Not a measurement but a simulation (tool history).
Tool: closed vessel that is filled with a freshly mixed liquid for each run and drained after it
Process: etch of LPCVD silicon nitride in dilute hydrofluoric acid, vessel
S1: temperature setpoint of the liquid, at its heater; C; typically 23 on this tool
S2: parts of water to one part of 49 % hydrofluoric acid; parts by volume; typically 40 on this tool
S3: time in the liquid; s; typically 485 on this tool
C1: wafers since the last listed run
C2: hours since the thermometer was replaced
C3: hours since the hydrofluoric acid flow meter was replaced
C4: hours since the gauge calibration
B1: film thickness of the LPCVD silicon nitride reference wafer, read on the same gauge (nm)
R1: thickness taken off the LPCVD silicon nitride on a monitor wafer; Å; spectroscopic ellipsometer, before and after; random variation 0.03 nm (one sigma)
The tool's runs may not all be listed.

run 1 hour=0 | S1=23 S2=40 S3=485 | C1=0 C2=2311.4 C3=725.2 C4=25.6 | B1=149.99 | R1=47.1
run 2 hour=27.3 | S1=23 S2=40 S3=485 | C1=2704 C2=2338.7 C3=752.5 C4=52.9 | B1=150.01 | R1=47.3
run 3 hour=45.4 | S1=23 S2=40 S3=485 | C1=1792 C2=2356.8 C3=770.6 C4=71 | B1=150.01 | R1=47.2
run 4 hour=66.8 | S1=23 S2=25 S3=485 | C1=2119 C2=2378.2 C3=792 C4=92.4 | B1=150 | R1=74
run 5 hour=94.2 | S1=23 S2=25 S3=485 | C1=2714 C2=2405.6 C3=819.4 C4=119.8 | B1=150.03 | R1=73.9
run 6 hour=128 | S1=23 S2=25 S3=485 | C1=3348 C2=2439.4 C3=853.2 C4=153.6 | B1=149.99 | R1=73.3
-- hour=156.9 hydrofluoric acid flow meter replaced
-- hour=183.7 gauge calibrated
-- hour=198.3 thermometer replaced
run 7 hour=213.2 | S1=23 S2=40 S3=485 | C1=8241 C2=14.9 C3=56.3 C4=29.5 | B1=149.99 | R1=53.2
run 8 hour=243.8 | S1=23 S2=50 S3=295 | C1=3031 C2=45.5 C3=86.9 C4=60.1 | B1=150.01 | R1=26.1
run 9 hour=258 | S1=19 S2=40 S3=485 | C1=1406 C2=59.7 C3=101.1 C4=74.3 | B1=150.01 | R1=40.4
run 10 hour=285.4 | S1=23 S2=40 S3=485 | C1=2714 C2=87.1 C3=128.5 C4=101.7 | B1=150.02 | R1=53.2
run 11 hour=318.3 | S1=23 S2=40 S3=485 | C1=3259 C2=120 C3=161.4 C4=134.6 | B1=150 | R1=52.4
run 12 hour=343.5 | S1=19.5 S2=40 S3=485 | C1=2496 C2=145.2 C3=186.6 C4=159.8 | B1=150.01 | R1=41.5
run 13 hour=359.7 | S1=23 S2=40 S3=335 | C1=1604 C2=161.4 C3=202.8 C4=176 | B1=149.98 | R1=37
run 14 hour=372.2 | S1=19 S2=35 S3=485 | C1=1238 C2=173.9 C3=215.3 C4=188.5 | B1=150.01 | R1=45
run 15 hour=389 | S1=23 S2=40 S3=735 | C1=1664 C2=190.7 C3=232.1 C4=205.3 | B1=150.02 | R1=80.1

Hidden state at the last listed run before each entry between runs and at the first one after, where it differs:
Between runs 6 and 7: hydrofluoric acid flow meter replaced (hour 156.9); gauge calibrated (hour 183.7); thermometer replaced (hour 198.3)
  liquid colder than its thermometer reads (K): 2.3 -> 0.496
  difference, measured minus the result without the unlogged condition, R1: -12.6 -> -1.8 Å

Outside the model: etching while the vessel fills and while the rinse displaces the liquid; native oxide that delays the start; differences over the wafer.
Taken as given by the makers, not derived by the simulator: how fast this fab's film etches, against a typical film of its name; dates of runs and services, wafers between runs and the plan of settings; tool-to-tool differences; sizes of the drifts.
